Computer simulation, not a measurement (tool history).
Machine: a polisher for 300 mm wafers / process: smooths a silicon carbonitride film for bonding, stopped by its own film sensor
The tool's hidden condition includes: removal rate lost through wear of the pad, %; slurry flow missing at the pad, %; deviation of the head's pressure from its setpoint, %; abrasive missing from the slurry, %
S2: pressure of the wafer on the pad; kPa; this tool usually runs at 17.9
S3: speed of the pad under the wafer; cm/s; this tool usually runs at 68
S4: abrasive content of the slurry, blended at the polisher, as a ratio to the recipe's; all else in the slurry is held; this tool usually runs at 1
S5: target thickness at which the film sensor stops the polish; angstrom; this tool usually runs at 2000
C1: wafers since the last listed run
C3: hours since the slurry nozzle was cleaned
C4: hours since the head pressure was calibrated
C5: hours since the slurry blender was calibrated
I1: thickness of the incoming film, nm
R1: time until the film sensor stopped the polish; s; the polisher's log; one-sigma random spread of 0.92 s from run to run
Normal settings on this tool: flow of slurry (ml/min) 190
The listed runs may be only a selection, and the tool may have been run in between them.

Run 1, hour 0: usual settings; C1 0; wafers polished on this pad 733; C3 256.2; C4 444.1; C5 137.3; I1 220.3. Result: R1 89.1 s.
Run 2, hour 68.1: usual settings; C1 418; wafers polished on this pad 1151; C3 324.3; C4 512.2; C5 205.4; I1 217.8. Result: R1 78 s.
Run 3, hour 138.1: usual settings; C1 430; wafers polished on this pad 1581; C3 394.3; C4 582.2; C5 275.4; I1 222.1. Result: R1 99.6 s.
At hour 158.3: worn pad replaced by a new one.
At hour 160.6: slurry blender recalibrated.
Run 4, hour 204.9: usual settings; C1 373; wafers polished on this pad 274; C3 461.1; C4 649; C5 44.3; I1 218.2. Result: R1 78.3 s.
Run 5, hour 251: usual settings; C1 283; wafers polished on this pad 557; C3 507.2; C4 695.1; C5 90.4; I1 218. Result: R1 78.6 s.
At hour 271.9: head pressure recalibrated.
Run 6, hour 294.7: usual settings; C1 256; wafers polished on this pad 813; C3 550.9; C4 22.8; C5 134.1; I1 219.6. Result: R1 85.5 s.
Run 7, hour 324.1: usual settings; C1 180; wafers polished on this pad 994; C3 580.3; C4 52.2; C5 163.5; I1 219.9. Result: R1 89.2 s.
Run 8, hour 372.1: usual settings; C1 295; wafers polished on this pad 1289; C3 628.3; C4 100.2; C5 211.5; I1 220.3. Result: R1 90.6 s.
At hour 377.9: slurry nozzle cleaned.
At hour 427.9: slurry blender recalibrated.
Run 9, hour 429.2: usual settings; C1 332; wafers polished on this pad 1622; C3 51.3; C4 157.3; C5 1.3; I1 219.9. Result: R1 90.7 s.
At hour 447.3: worn pad replaced by a new one.
Run 10, hour 461.4: usual settings but flow of slurry (ml/min) 240; C1 173; wafers polished on this pad 86; C3 83.5; C4 189.5; C5 33.5; I1 221.1. Result: R1 98.2 s.
Run 11, hour 532.6: usual settings; C1 437; wafers polished on this pad 524; C3 154.7; C4 260.7; C5 104.7; I1 219.4. Result: R1 94.8 s.
Run 12, hour 604.1: usual settings; C1 439; wafers polished on this pad 963; C3 226.2; C4 332.2; C5 176.2; I1 216.7. Result: R1 82 s.
At hour 622.2: worn pad replaced by a new one, repeated, since the last time left the tool worse.
Run 13, hour 633.2: usual settings but S4 1.15; C1 154; wafers polished on this pad 67; C3 255.3; C4 361.3; C5 205.3; I1 219.9. Result: R1 79.7 s.
At hour 667.1: slurry blender recalibrated.
Run 14, hour 696.3: usual settings; C1 375; wafers polished on this pad 443; C3 318.4; C4 424.4; C5 29.2; I1 218.5. Result: R1 79.4 s.
Run 15, hour 753.8: usual settings; C1 353; wafers polished on this pad 796; C3 375.9; C4 481.9; C5 86.7; I1 221.6. Result: R1 93.8 s.
Run 16, hour 810.9: usual settings but S2 11.7 kPa, S5 2020 angstrom; C1 350; wafers polished on this pad 1147; C3 433; C4 539; C5 143.8; I1 223.4. Result: R1 144.4 s.
Run 17, hour 856.7: usual settings but S4 1.2; C1 281; wafers polished on this pad 1429; C3 478.8; C4 584.8; C5 189.6; I1 220.1. Result: R1 83.2 s.
At hour 883.5: head pressure recalibrated.
Run 18, hour 907.4: usual settings; C1 299; wafers polished on this pad 1728; C3 529.5; C4 23.9; C5 240.3; I1 217.8. Result: R1 80.5 s.
At hour 911.7: worn pad replaced by a new one.
At hour 935.8: slurry blender recalibrated.
Run 19, hour 948.6: usual settings but flow of slurry (ml/min) 210, S3 58 cm/s, S4 0.85, S5 1930 angstrom; C1 216; wafers polished on this pad 214; C3 570.7; C4 65.1; C5 12.8; I1 220.4. Result: R1 142.3 s.
At hour 986.5: slurry nozzle cleaned.
Run 20, hour 1011.9: usual settings; C1 382; wafers polished on this pad 597; C3 25.4; C4 128.4; C5 76.1; I1 216.6. Result: R1 73 s.
Run 21, hour 1063.7: usual settings but S3 50 cm/s; C1 318; wafers polished on this pad 915; C3 77.2; C4 180.2; C5 127.9; I1 218.3. Result: R1 101.3 s.
Run 22, hour 1088.1: usual settings but S3 56 cm/s, S5 2060 angstrom; C1 149; wafers polished on this pad 1065; C3 101.6; C4 204.6; C5 152.3; I1 216.5. Result: R1 53 s.
Run 23, hour 1112.4: usual settings but S2 12.4 kPa, S3 74 cm/s, S5 1950 angstrom; C1 149; wafers polished on this pad 1215; C3 125.9; C4 228.9; C5 176.6; I1 219.5. Result: R1 150.7 s.
At hour 1133.4: worn pad replaced by a new one.
Run 24, hour 1149.2: usual settings but S3 58 cm/s, S4 1.15; C1 201; wafers polished on this pad 97; C3 162.7; C4 265.7; C5 213.4; I1 216.8. Result: R1 76.4 s.
Run 25, hour 1192.3: usual settings but flow of slurry (ml/min) 165, S2 20.7 kPa, S3 90 cm/s, S5 2060 angstrom; C1 264; wafers polished on this pad 362; C3 205.8; C4 308.8; C5 256.5; I1 222.2. Result: R1 50.1 s.
At hour 1220.7: slurry blender recalibrated.
Run 26, hour 1223: usual settings but flow of slurry (ml/min) 220, S2 23.4 kPa, S3 86 cm/s, S4 0.9; C1 176; wafers polished on this pad 538; C3 236.5; C4 339.5; C5 2.3; I1 221.4. Result: R1 62.6 s.
Run 27, hour 1262.7: usual settings but flow of slurry (ml/min) 165, S3 50 cm/s, S5 2060 angstrom; C1 244; wafers polished on this pad 782; C3 276.2; C4 379.2; C5 42; I1 219.5. Result: R1 75 s.
Run 28, hour 1297.1: usual settings but flow of slurry (ml/min) 215, S2 13.1 kPa, S5 2040 angstrom; C1 211; wafers polished on this pad 993; C3 310.6; C4 413.6; C5 76.4; I1 219.2. Result: R1 92.2 s.

For each run, what was the tool's unlogged condition?
slurry flow missing at the pad, %: 0 at every run
deviation of the head's pressure from its setpoint, %: 0 at every run
abrasive missing from the slurry, %: 0 at every run
H1: removal rate lost through wear of the pad, %
run      H1
  1    1.23
  2    2.71
  3    4.92
  4   0.288
  5   0.744
  6    1.46
  7    2.09
  8    3.38
  9    5.35
 10    9.93
 11    10.4
 12    11.7
 13  0.0397
 14   0.421
 15    1.26
 16    2.56
 17    3.94
 18    5.81
 19   0.412
 20    1.03
 21    1.96
 22    2.53
 23    3.18
 24   0.197
 25   0.426
 26    0.75
 27    1.37
 28    2.08

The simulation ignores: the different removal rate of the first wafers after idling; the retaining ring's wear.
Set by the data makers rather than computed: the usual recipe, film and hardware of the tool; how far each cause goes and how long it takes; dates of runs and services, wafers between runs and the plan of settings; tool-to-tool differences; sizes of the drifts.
